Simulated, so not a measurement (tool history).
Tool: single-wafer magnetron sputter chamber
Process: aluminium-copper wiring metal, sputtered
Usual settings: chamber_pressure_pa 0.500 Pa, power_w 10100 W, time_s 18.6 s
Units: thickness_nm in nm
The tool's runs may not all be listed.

run   hour  chamber_pressure_pa  power_w  time_s  read-back reference wafer on the same gauge, thickness_nm  thickness_nm
  1    0.0                0.500    10100    18.6                                                    345.066       347.981
  2   12.1                0.500    10100    18.6                                                    344.949       346.212
  3   53.3                0.500    10100    18.6                                                    344.958       347.087
  4   61.9                0.500    10100    18.6                                                    345.069       347.228
  5   81.3                0.357    11850    18.6                                                    344.977       435.200
  6   87.6                0.500    10100    20.7                                                    345.094       387.007
  7  101.0                0.500    10100    20.0                                                    345.039       373.342
     115.5  -- magnet pack replaced
  8  116.0                0.500    10100    20.0                                                    344.971       372.756
     138.0  -- sputter target and shields replaced
  9  138.5                0.500    10100    18.6                                                    344.995       346.579
 10  148.5                0.500    10100    18.6                                                    345.084       346.750
 11  157.5                0.500    10750    18.6                                                    344.932       369.405
 12  169.8                0.412    11350    18.6                                                    345.014       405.438
 13  187.3                0.575     8100    18.6                                                    344.987       269.866
     202.8  -- capacitance manometer re-zeroed and calibrated
 14  203.3                0.500    10100    18.6                                                    345.037       348.237
     216.8  -- gauge calibrated
 15  218.3                0.667    10100    21.7                                                    345.066       374.062
 16  230.0                0.500    10100    16.7                                                    344.932       312.202
 17  242.4                0.400    11500    21.6                                                    345.056       481.168
 18  251.5                0.500    10100    18.6                                                    345.011       346.498
 19  263.5                0.575     8100    18.6                                                    344.982       268.879
 20  269.8                0.500    10100    17.3                                                    344.955       322.852
 21  280.3                0.426    11550    21.8                                                    344.918       483.080
 22  302.7                0.500    10100    18.6                                                    345.102       346.968
 23  316.3                0.500    10100    18.6                                                    345.092       346.934
 24  346.4                0.500     9450    18.6                                                    345.031       325.095

Forecast each of these 4 alternatives for the next run:
  A  346.8                0.414    10100    18.6                                                          ?             ?
  B  346.8                0.500    11550    18.6                                                          ?             ?
  C  346.8                0.596    12450    19.6                                                          ?             ?
  D  346.8                0.358    12450    21.9                                                          ?             ?

run  read-back reference wafer on the same gauge, thickness_nm  thickness_nm
  A                                                    344.935       362.855
  B                                                    344.935       398.637
  C                                                    344.935       433.301
  D                                                    344.935       540.757
Without the tool's hidden state the same runs would have given:
run  thickness_nm
  A       362.855
  B       398.637
  C       433.301
  D       540.757

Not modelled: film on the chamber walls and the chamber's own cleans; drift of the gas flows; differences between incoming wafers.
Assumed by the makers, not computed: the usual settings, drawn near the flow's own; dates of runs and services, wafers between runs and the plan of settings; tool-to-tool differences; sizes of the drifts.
